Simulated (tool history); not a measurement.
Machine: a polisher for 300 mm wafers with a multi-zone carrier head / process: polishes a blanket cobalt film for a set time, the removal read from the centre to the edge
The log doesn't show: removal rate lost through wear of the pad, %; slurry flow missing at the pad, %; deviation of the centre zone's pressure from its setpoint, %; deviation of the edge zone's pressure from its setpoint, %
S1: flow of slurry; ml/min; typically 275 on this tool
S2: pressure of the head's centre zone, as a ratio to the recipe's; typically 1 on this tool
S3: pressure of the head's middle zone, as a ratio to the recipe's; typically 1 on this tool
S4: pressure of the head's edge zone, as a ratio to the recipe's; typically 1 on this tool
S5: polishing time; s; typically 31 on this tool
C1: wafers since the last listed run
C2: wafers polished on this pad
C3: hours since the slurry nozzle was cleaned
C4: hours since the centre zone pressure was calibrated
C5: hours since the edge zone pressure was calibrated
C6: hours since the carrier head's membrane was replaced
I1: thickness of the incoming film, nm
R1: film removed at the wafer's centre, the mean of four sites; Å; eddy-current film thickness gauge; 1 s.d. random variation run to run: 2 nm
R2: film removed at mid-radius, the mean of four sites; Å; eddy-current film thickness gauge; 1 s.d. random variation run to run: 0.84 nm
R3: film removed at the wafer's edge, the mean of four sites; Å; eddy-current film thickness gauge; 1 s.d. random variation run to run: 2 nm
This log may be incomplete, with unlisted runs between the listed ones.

| run | hour | S1 | S2 | S3 | S4 | S5 | C1 | C2 | C3 | C4 | C5 | C6 | I1 | R1 | R2 | R3 |
|---|---|---|---|---|---|---|---|---|---|---|---|---|---|---|---|---|
| 1 | 0 | 275 | 1 | 1 | 1 | 31 | 0 | 142 | 471 | 1575.2 | 1215.4 | 1917.4 | 1212.1 | 1323 | 1320 | 1382 |
| 2 | 13.7 | 275 | 1 | 1 | 1 | 31 | 118 | 260 | 484.7 | 1588.9 | 1229.1 | 1931.1 | 1207.3 | 1337 | 1304 | 1348 |
| 3 | 20.2 | 275 | 1 | 1 | 1 | 31 | 56 | 316 | 491.2 | 1595.4 | 1235.6 | 1937.6 | 1209 | 1319 | 1292 | 1312 |
| 4 | 37.9 | 275 | 1 | 1 | 1 | 31 | 152 | 469 | 508.9 | 1613.1 | 1253.3 | 1955.3 | 1213.5 | 1270 | 1289 | 1302 |
| 5 | 51.6 | 275 | 1 | 1 | 1 | 31 | 118 | 587 | 522.6 | 1626.8 | 1267 | 1969 | 1185.8 | 1269 | 1277 | 1293 |
|  | 63.1 | centre zone pressure recalibrated |
| 6 | 66.5 | 275 | 1 | 1 | 1 | 31 | 111 | 698 | 537.5 | 3.4 | 1281.9 | 1983.9 | 1184.7 | 1306 | 1244 | 1295 |
| 7 | 72.9 | 275 | 1 | 1 | 1 | 31 | 55 | 753 | 543.9 | 9.8 | 1288.3 | 1990.3 | 1216.9 | 1213 | 1249 | 1294 |
|  | 79.7 | worn pad replaced by a new one |
|  | 82 | edge zone pressure recalibrated |
| 8 | 82.5 | 275 | 1 | 0.97 | 1 | 31 | 31 | 7 | 553.5 | 19.4 | 0.5 | 1999.9 | 1203.5 | 1196 | 1136 | 1202 |
| 9 | 93.3 | 275 | 1 | 0.89 | 1.07 | 31 | 93 | 100 | 564.3 | 30.2 | 11.3 | 2010.7 | 1198.1 | 1170 | 1059 | 1229 |
| 10 | 107 | 220 | 0.94 | 1 | 1 | 41 | 118 | 218 | 578 | 43.9 | 25 | 2024.4 | 1213.1 | 1408 | 1466 | 1517 |
|  | 118.3 | worn pad replaced by a new one, repeated, since the last time left the tool worse |
| 11 | 119.1 | 275 | 1 | 1.04 | 1 | 31 | 69 | 7 | 590.1 | 56 | 37.1 | 2036.5 | 1195.7 | 1364 | 1394 | 1355 |
|  | 126.8 | slurry nozzle cleaned |
|  | 131.9 | carrier head's membrane replaced by a new one |
| 12 | 132.4 | 275 | 1.04 | 1 | 1.05 | 31 | 62 | 70 | 5.6 | 69.3 | 50.4 | 0.5 | 1192.6 | 1422 | 1329 | 1372 |
| 13 | 136.4 | 275 | 1 | 1 | 1 | 25 | 34 | 104 | 9.6 | 73.3 | 54.4 | 4.5 | 1209.6 | 1082 | 1070 | 1080 |
| 14 | 143.1 | 340 | 1 | 0.9 | 1.09 | 31 | 57 | 162 | 16.3 | 80 | 61.1 | 11.2 | 1190.5 | 1361 | 1218 | 1421 |
| 15 | 152.7 | 275 | 1 | 1 | 1 | 31 | 82 | 244 | 25.9 | 89.6 | 70.7 | 20.8 | 1183.1 | 1308 | 1308 | 1338 |
| 16 | 165.7 | 225 | 0.97 | 1 | 1 | 31 | 112 | 357 | 38.9 | 102.6 | 83.7 | 33.8 | 1170.6 | 1207 | 1277 | 1311 |

Hidden state at the last listed run before each entry between runs and at the first one after, where it differs:
After run 5, before run 6: centre zone pressure recalibrated (hour 63.1)
  removal rate lost through wear of the pad, %: 5.67 -> 6.82
  the result without the hidden state subtracted from the measured one, R1: -76 -> -96 Å; R2: -77 -> -91 Å; R3: -78 -> -94 Å
After run 7, before run 8: worn pad replaced by a new one (hour 79.7); edge zone pressure recalibrated (hour 82)
  removal rate lost through wear of the pad, %: 7.32 -> 12.8
  the result without the hidden state subtracted from the measured one, R1: -96 -> -177 Å; R2: -98 -> -167 Å; R3: -102 -> -178 Å
After run 10, before run 11: worn pad replaced by a new one, repeated, since the last time left the tool worse (hour 118.3)
  removal rate lost through wear of the pad, %: 14.7 -> 0.204
  the result without the hidden state subtracted from the measured one, R1: -244 -> -2 Å; R2: -254 -> -3 Å; R3: -263 -> -2 Å
After run 11, before run 12: slurry nozzle cleaned (hour 126.8); carrier head's membrane replaced by a new one (hour 131.9)
  removal rate lost through wear of the pad, %: 0.204 -> 1.23
  the result without the hidden state subtracted from the measured one, R1: -2 -> -18 Å; R2: -3 -> -17 Å; R3: -2 -> -17 Å
